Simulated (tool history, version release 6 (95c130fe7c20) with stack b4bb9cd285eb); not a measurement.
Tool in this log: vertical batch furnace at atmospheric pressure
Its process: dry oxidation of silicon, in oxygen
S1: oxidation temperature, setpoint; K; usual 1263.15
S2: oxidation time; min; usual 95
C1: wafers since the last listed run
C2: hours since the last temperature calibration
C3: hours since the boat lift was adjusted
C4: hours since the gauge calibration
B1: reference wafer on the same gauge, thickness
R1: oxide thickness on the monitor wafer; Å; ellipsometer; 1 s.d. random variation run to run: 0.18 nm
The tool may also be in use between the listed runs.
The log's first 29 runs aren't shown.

run,hour,S1,S2,C1,C2,C3,C4,B1,R1
30,818.7,1283.15,138,296,95.6,247.5,348.9,80.82,1068.5
31,846.6,1285.15,125,374,123.5,275.4,376.8,80.79,1033.2
32,860.7,1271.15,95,189,137.6,289.5,390.9,80.79,820.5
33,883.8,1263.15,95,310,160.7,312.6,414,80.8,786.2
34,907.1,1285.15,111,313,184,335.9,437.3,80.77,966.1
35,936.5,1281.15,130.5,394,213.4,365.3,466.7,80.83,1021.8
36,967.5,1263.15,95,416,244.4,396.3,497.7,80.77,783.7
37,993.1,1263.15,139.5,343,270,421.9,523.3,80.81,942
38,1019.6,1279.15,108.5,356,296.5,448.4,549.8,80.8,924.4
39,1057.1,1244.15,118,503,334,485.9,587.3,80.8,790.3

Predict each of these 3 candidate next runs independently; none follows another, all start after run 39:
A,1062.6,1263.15,95,73,339.5,491.4,592.8,?,?
B,1062.6,1275.15,133,73,339.5,491.4,592.8,?,?
C,1062.6,1286.15,80,73,339.5,491.4,592.8,?,?

run,B1,R1
A,80.76,781.7
B,80.76,992.3
C,80.76,825.7
What these runs would have given with no unlogged condition in the tool:
run,R1
A,780.5
B,990.5
C,824.3
